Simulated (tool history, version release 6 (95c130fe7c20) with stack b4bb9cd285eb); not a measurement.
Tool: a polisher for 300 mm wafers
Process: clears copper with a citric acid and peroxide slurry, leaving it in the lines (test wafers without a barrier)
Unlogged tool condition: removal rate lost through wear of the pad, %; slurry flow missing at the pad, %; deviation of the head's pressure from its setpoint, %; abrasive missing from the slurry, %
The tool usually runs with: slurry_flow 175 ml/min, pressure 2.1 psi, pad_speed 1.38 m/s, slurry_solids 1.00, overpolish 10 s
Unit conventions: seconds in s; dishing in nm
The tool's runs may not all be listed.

run	day	slurry_flow	pressure	pad_speed	slurry_solids	overpolish	wafers since the last listed run	wafers polished on this pad	hours since the slurry nozzle was cleaned	hours since the head pressure was calibrated	hours since the slurry blender was calibrated	incoming thickness of the incoming film, nm	seconds	dishing
1	0.000	175	2.1	1.38	1.00	10	0	130	209.6	271.6	18.4	230.1	97.6	15.4
2	1.167	175	2.1	1.38	1.00	10	242	373	237.6	299.6	46.4	227.1	97.5	15.3
3	3.117	175	2.1	1.38	1.00	10	405	778	284.4	346.4	93.2	226.5	99.9	15.2
# day 4.271: head pressure recalibrated
4	4.292	175	2.1	1.38	1.00	10	227	1005	312.6	0.5	121.4	223.3	89.4	15.8
5	5.317	175	2.1	1.38	1.00	10	213	1218	337.2	25.1	146.0	222.9	89.3	16.6
6	6.475	175	2.1	1.38	1.00	10	240	1459	365.0	52.9	173.8	226.4	91.0	16.4
7	7.283	175	2.1	1.38	1.00	10	168	1627	384.4	72.3	193.2	227.3	92.7	15.9
8	10.108	175	1.9	1.38	1.00	10	587	2215	452.2	140.1	261.0	225.0	96.5	14.6
9	10.621	175	2.1	1.38	1.15	6	106	2321	464.5	152.4	273.3	224.6	89.0	10.3
# day 11.304: worn pad replaced by a new one
10	12.038	225	2.1	1.38	1.00	10	259	152	498.5	186.4	307.3	229.7	90.7	16.4
11	13.325	175	2.1	1.38	1.00	10	267	420	529.4	217.3	338.2	228.7	94.8	15.6
# day 13.896: slurry blender recalibrated
12	14.062	175	2.1	1.38	1.00	10	136	556	547.1	235.0	4.0	225.0	92.1	15.9
13	15.083	175	2.6	1.38	1.00	10	212	768	571.6	259.5	28.5	225.1	78.8	18.2
# day 16.017: slurry nozzle cleaned
14	16.567	175	1.5	1.38	0.85	10	299	1068	13.2	295.1	64.1	221.9	121.2	12.3
15	17.071	175	2.1	1.38	1.00	10	104	1173	25.3	307.2	76.2	224.6	95.9	15.5
16	19.867	120	2.1	1.38	1.00	10	581	1754	92.4	374.3	143.3	225.1	101.8	14.3
# day 20.562: head pressure recalibrated
17	21.133	120	2.1	1.54	1.00	10	246	2000	122.8	13.7	173.7	221.7	84.2	17.7
18	22.233	175	2.1	1.38	1.00	10	228	2229	149.2	40.1	200.1	225.1	90.4	16.3
# day 22.792: worn pad replaced by a new one
19	22.942	175	2.1	1.18	1.20	14	112	31	166.2	57.1	217.1	221.2	101.8	19.0
20	24.221	175	2.1	1.38	1.00	10	265	297	196.9	87.8	247.8	224.6	90.2	16.5
21	25.338	175	2.1	1.08	1.00	10	232	529	223.7	114.6	274.6	222.4	115.4	13.0
22	26.812	200	1.6	1.38	0.90	13	306	835	259.1	150.0	310.0	226.2	113.2	17.0
# day 26.967: slurry blender recalibrated
23	28.096	230	2.8	1.20	1.00	4	249	1085	289.9	180.8	27.1	224.9	81.0	7.5
24	28.892	200	2.1	1.74	1.00	10	165	1250	309.0	199.9	46.2	221.3	71.5	19.5
25	29.904	175	2.5	1.80	1.00	10	210	1461	333.3	224.2	70.5	222.9	61.7	23.0
26	31.371	145	2.1	1.38	1.00	10	304	1766	368.5	259.4	105.7	224.4	94.9	15.2
# day 32.492: worn pad replaced by a new one
27	32.725	145	2.1	1.24	1.00	10	246	48	401.0	291.9	138.2	226.6	106.5	14.2
28	33.500	175	2.4	1.38	1.00	10	161	209	419.6	310.5	156.8	221.5	86.4	16.9
29	34.004	175	2.1	1.38	1.00	10	104	314	431.7	322.6	168.9	224.3	96.7	15.3

What if the next run were any one of these 3? Each begins from the tool's condition after run 29:
A	34.025	175	2.1	1.38	1.00	10	4	319	432.2	323.1	169.4	225.6	?	?
B	34.025	135	2.1	0.94	0.85	10	4	319	432.2	323.1	169.4	225.6	?	?
C	34.025	175	1.8	1.38	1.00	10	4	319	432.2	323.1	169.4	225.6	?	?

run	seconds	dishing
A	97.4	14.9
B	147.7	10.2
C	109.7	13.3
The same runs, with their run-to-run variation unchanged, on a tool lacking any hidden condition would have given:
run	seconds	dishing
A	90.9	15.9
B	137.9	10.8
C	102.4	14.2
